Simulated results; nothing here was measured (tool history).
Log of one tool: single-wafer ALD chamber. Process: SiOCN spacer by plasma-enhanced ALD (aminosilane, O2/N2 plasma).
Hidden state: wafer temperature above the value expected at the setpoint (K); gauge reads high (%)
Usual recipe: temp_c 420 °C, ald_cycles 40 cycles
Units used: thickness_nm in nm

run	hour	temp_c	ald_cycles	wafers since the last listed run	hours since the last thermocouple change	hours since the gauge calibration	read-back reference wafer on the same gauge, thickness_nm	thickness_nm
1	0.0	426	40	0	570.4	544.6	2.101	2.463
2	88.8	426	40	428	659.2	633.4	2.100	2.471
3	139.8	420	44	246	710.2	684.4	2.100	2.777
4	244.0	420	38	503	814.4	788.6	2.100	2.407
5	297.4	420	38	257	867.8	842.0	2.099	2.396
6	376.5	420	40	382	946.9	921.1	2.099	2.531
# hour 453.3: gauge calibrated
7	479.8	420	40	498	1050.2	26.5	2.101	2.514
# hour 528.5: thermocouple changed; heater temperature recalibrated
8	586.8	424	40	478	58.3	133.5	2.100	2.480
9	626.7	414	40	192	98.2	173.4	2.100	2.570
10	719.7	420	40	449	191.2	266.4	2.099	2.521
11	811.2	413	36	441	282.7	357.9	2.099	2.323
12	895.8	408	47	408	367.3	442.5	2.100	3.075
13	994.9	416	34	478	466.4	541.6	2.100	2.176
14	1048.8	432	40	260	520.3	595.5	2.100	2.419
15	1138.4	420	40	432	609.9	685.1	2.100	2.524
16	1240.7	408	36	494	712.2	787.4	2.100	2.361
17	1293.7	409	35	256	765.2	840.4	2.100	2.301
18	1348.5	420	40	264	820.0	895.2	2.100	2.522
19	1454.8	420	40	513	926.3	1001.5	2.101	2.521

5 ways to go on from here, each from the tool as it stands after run 19. What would each give?
A	1455.3	420	40	2	926.8	1002.0	?	?
B	1455.3	431	34	2	926.8	1002.0	?	?
C	1455.3	428	47	2	926.8	1002.0	?	?
D	1455.3	413	32	2	926.8	1002.0	?	?
E	1455.3	431	48	2	926.8	1002.0	?	?

run	read-back reference wafer on the same gauge, thickness_nm	thickness_nm
A	2.099	2.519
B	2.099	2.057
C	2.099	2.875
D	2.099	2.065
E	2.099	2.904
Without the tool's unlogged condition, the same runs would have read:
run	thickness_nm
A	2.519
B	2.057
C	2.875
D	2.065
E	2.904

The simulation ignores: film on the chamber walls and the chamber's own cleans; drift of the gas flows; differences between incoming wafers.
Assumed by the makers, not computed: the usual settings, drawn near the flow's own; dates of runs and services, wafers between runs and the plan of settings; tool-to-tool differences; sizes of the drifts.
